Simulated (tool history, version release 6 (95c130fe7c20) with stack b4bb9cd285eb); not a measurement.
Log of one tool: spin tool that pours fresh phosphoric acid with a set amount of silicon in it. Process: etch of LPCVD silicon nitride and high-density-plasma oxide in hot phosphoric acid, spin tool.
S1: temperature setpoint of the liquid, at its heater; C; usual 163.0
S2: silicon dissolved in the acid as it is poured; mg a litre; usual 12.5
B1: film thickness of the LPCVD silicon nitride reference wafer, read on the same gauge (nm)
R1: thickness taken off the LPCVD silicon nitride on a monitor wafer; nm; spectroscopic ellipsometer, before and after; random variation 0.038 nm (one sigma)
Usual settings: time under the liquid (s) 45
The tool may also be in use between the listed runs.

run 1 hour=0.0 | S1=163.0 S2=12.5 time_under_the_liquid_(s)=45 | B1=89.993 | R1=4.223
run 2 hour=53.2 | S1=163.0 S2=12.5 time_under_the_liquid_(s)=45 | B1=89.993 | R1=4.260
run 3 hour=108.3 | S1=163.0 S2=12.5 time_under_the_liquid_(s)=45 | B1=89.985 | R1=4.235
run 4 hour=307.5 | S1=163.0 S2=12.5 time_under_the_liquid_(s)=45 | B1=89.992 | R1=4.305
-- hour=322.0 dissolved silicon flow meter replaced
run 5 hour=385.2 | S1=163.0 S2=12.5 time_under_the_liquid_(s)=45 | B1=90.012 | R1=4.216
run 6 hour=445.0 | S1=164.5 S2=19.0 time_under_the_liquid_(s)=45 | B1=89.976 | R1=4.410
run 7 hour=510.4 | S1=164.5 S2=19.0 time_under_the_liquid_(s)=45 | B1=89.990 | R1=4.473
run 8 hour=562.0 | S1=163.0 S2=12.5 time_under_the_liquid_(s)=45 | B1=89.985 | R1=4.234
run 9 hour=602.0 | S1=163.0 S2=12.5 time_under_the_liquid_(s)=45 | B1=90.008 | R1=4.227
run 10 hour=657.4 | S1=163.0 S2=12.5 time_under_the_liquid_(s)=35 | B1=89.968 | R1=3.299
-- hour=676.3 gauge calibrated
run 11 hour=690.3 | S1=165.0 S2=10.0 time_under_the_liquid_(s)=45 | B1=89.981 | R1=4.527
-- hour=716.3 thermometer replaced
run 12 hour=755.0 | S1=163.0 S2=4.0 time_under_the_liquid_(s)=65 | B1=90.002 | R1=6.139
-- hour=802.1 heated supply line repaired
run 13 hour=881.5 | S1=164.0 S2=12.5 time_under_the_liquid_(s)=60 | B1=90.023 | R1=5.862
run 14 hour=952.7 | S1=163.0 S2=12.5 time_under_the_liquid_(s)=45 | B1=90.002 | R1=4.221
run 15 hour=983.5 | S1=163.0 S2=12.5 time_under_the_liquid_(s)=25 | B1=90.009 | R1=2.367
run 16 hour=1037.1 | S1=160.5 S2=12.5 time_under_the_liquid_(s)=65 | B1=90.008 | R1=5.629

4 ways to go on from here, each from the tool as it stands after run 16. What would each give?
run A hour=1037.5 | S1=163.0 S2=12.5 time_under_the_liquid_(s)=45 | B1=? | R1=?
run B hour=1037.5 | S1=164.5 S2=6.5 time_under_the_liquid_(s)=30 | B1=? | R1=?
run C hour=1037.5 | S1=165.0 S2=22.0 time_under_the_liquid_(s)=25 | B1=? | R1=?
run D hour=1037.5 | S1=161.0 S2=16.0 time_under_the_liquid_(s)=55 | B1=? | R1=?

run=A B1=89.988 R1=4.275
run=B B1=89.988 R1=2.994
run=C B1=89.988 R1=2.537
run=D B1=89.988 R1=4.888
Without the tool's hidden state the same runs would have given:
run=A R1=4.275
run=B R1=2.994
run=C R1=2.537
run=D R1=4.888

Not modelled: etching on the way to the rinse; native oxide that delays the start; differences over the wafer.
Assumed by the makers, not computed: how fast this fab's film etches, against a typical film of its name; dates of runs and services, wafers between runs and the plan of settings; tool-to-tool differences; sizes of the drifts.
